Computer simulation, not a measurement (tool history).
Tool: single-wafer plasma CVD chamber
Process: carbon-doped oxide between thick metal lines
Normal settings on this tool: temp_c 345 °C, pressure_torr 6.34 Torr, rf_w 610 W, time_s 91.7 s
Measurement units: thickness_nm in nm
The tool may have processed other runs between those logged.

| run | hour | temp_c | pressure_torr | rf_w | time_s | wafers since the last listed run | hours since the last thermocouple change | hours since the last RF generator calibration | hours since the last manometer calibration | hours since the showerhead was replaced | hours since the gauge calibration | read-back reference wafer on the same gauge, thickness_nm | thickness_nm |
|---|---|---|---|---|---|---|---|---|---|---|---|---|---|
| 1 | 0.0 | 345 | 6.34 | 610 | 91.7 | 0 | 1846.3 | 1260.7 | 2567.0 | 3113.4 | 72.9 | 628.164 | 535.796 |
| 2 | 14.0 | 345 | 6.34 | 610 | 91.7 | 123 | 1860.3 | 1274.7 | 2581.0 | 3127.4 | 86.9 | 628.183 | 536.691 |
| 3 | 20.4 | 345 | 6.34 | 610 | 91.7 | 56 | 1866.7 | 1281.1 | 2587.4 | 3133.8 | 93.3 | 627.730 | 537.011 |
| 4 | 32.9 | 345 | 6.34 | 610 | 78.7 | 110 | 1879.2 | 1293.6 | 2599.9 | 3146.3 | 105.8 | 628.196 | 460.107 |
| 5 | 45.1 | 345 | 6.34 | 610 | 78.7 | 108 | 1891.4 | 1305.8 | 2612.1 | 3158.5 | 118.0 | 628.164 | 460.600 |
| 6 | 56.3 | 345 | 6.34 | 610 | 91.7 | 99 | 1902.6 | 1317.0 | 2623.3 | 3169.7 | 129.2 | 627.999 | 533.986 |
| 7 | 67.7 | 345 | 6.34 | 610 | 91.7 | 100 | 1914.0 | 1328.4 | 2634.7 | 3181.1 | 140.6 | 627.808 | 534.128 |
| 8 | 80.2 | 342 | 6.34 | 610 | 91.7 | 110 | 1926.5 | 1340.9 | 2647.2 | 3193.6 | 153.1 | 627.794 | 541.219 |
| 9 | 93.0 | 345 | 5.96 | 610 | 91.7 | 113 | 1939.3 | 1353.7 | 2660.0 | 3206.4 | 165.9 | 627.655 | 534.169 |
| 10 | 107.8 | 345 | 5.96 | 610 | 91.7 | 131 | 1954.1 | 1368.5 | 2674.8 | 3221.2 | 180.7 | 628.085 | 532.320 |
| 11 | 124.1 | 345 | 6.34 | 610 | 91.7 | 144 | 1970.4 | 1384.8 | 2691.1 | 3237.5 | 197.0 | 627.818 | 531.580 |
| 12 | 135.3 | 345 | 6.34 | 610 | 91.7 | 99 | 1981.6 | 1396.0 | 2702.3 | 3248.7 | 208.2 | 627.881 | 533.753 |
|  | 155.3 | showerhead replaced, of another model than before |
| 13 | 155.8 | 345 | 6.34 | 610 | 91.7 | 110 | 2002.1 | 1416.5 | 2722.8 | 0.5 | 228.7 | 627.755 | 543.132 |
| 14 | 169.8 | 345 | 6.34 | 665 | 91.7 | 123 | 2016.1 | 1430.5 | 2736.8 | 14.5 | 242.7 | 627.923 | 562.301 |
| 15 | 176.4 | 351 | 5.31 | 725 | 107.7 | 58 | 2022.7 | 1437.1 | 2743.4 | 21.1 | 249.3 | 628.227 | 656.689 |
|  | 199.4 | thermocouple changed; heater temperature recalibrated |
|  | 203.9 | RF generator calibrated |
| 16 | 204.4 | 354 | 7.72 | 700 | 77.9 | 137 | 5.0 | 0.5 | 2771.4 | 49.1 | 277.3 | 628.385 | 496.215 |
| 17 | 204.9 | 345 | 6.34 | 610 | 91.7 | 4 | 5.5 | 1.0 | 2771.9 | 49.6 | 277.8 | 627.705 | 558.457 |
| 18 | 211.6 | 358 | 7.37 | 690 | 107.4 | 59 | 12.2 | 7.7 | 2778.6 | 56.3 | 284.5 | 627.992 | 672.520 |
|  | 221.8 | gauge calibrated |
| 19 | 229.5 | 345 | 6.99 | 610 | 91.7 | 158 | 30.1 | 25.6 | 2796.5 | 74.2 | 7.7 | 627.867 | 564.204 |
|  | 241.4 | capacitance manometer re-zeroed and calibrated |
| 20 | 241.9 | 345 | 6.34 | 610 | 91.7 | 38 | 42.5 | 38.0 | 0.5 | 86.6 | 20.1 | 627.944 | 559.811 |
| 21 | 247.1 | 345 | 6.34 | 610 | 91.7 | 46 | 47.7 | 43.2 | 5.7 | 91.8 | 25.3 | 627.895 | 561.052 |

The next listed run, before its measurement:
| 22 | 264.9 | 345 | 6.74 | 705 | 103.9 | 157 | 65.5 | 61.0 | 23.5 | 109.6 | 43.1 | ? | ? |

read-back reference wafer on the same gauge, thickness_nm: 627.985
thickness_nm: 670.283 nm
Had the tool carried no hidden state, the very same run would have given thickness_nm 670.391 nm.
